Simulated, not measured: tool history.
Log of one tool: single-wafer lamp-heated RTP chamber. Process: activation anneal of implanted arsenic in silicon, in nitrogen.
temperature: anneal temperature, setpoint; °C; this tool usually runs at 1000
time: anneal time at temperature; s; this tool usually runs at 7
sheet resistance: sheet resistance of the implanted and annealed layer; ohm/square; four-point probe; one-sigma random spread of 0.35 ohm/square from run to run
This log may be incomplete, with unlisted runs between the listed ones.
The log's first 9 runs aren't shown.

run    hour  temperature  time  read-back reference wafer on the same gauge, sheet resistance  sheet resistance
 10   434.2         1000     7                                                         273.22             234.6
 11   470.8         1000    10                                                         273.25            233.56
 12   513.6         1000     7                                                         272.94            234.23
      531.9  -- pyrometer window cleaned and pyrometer calibrated
 13   569.9         1000     7                                                         272.97            234.89
 14   611.1         1000     7                                                         273.04            234.24
      638.5  -- reflector plate cleaned
 15   676.5          992     7                                                         272.92            235.49
 16   709.8         1000     4                                                         273.01            236.69
 17   758.8          987     7                                                         272.91            235.67
 18   789.7          987     7                                                         273.07            235.84
 19   827.9         1000     7                                                         272.97            235.23
 20   853.5         1000     7                                                          272.9            234.89
 21     899          976     7                                                          273.1            235.59
 22   943.1         1000     9                                                         273.03            233.69
      955.7  -- pyrometer window cleaned and pyrometer calibrated
 23   992.2          981     4                                                         273.16             237.7
 24  1043.7         1012     7                                                         272.88            233.85

For run 25, what comes out?
 25  1087.6         1029     5                                                              ?                 ?

read-back reference wafer on the same gauge, sheet resistance: 273
sheet resistance: 233.94 ohm/square
Without the tool's hidden state the same run would have given sheet resistance 233.94 ohm/square.
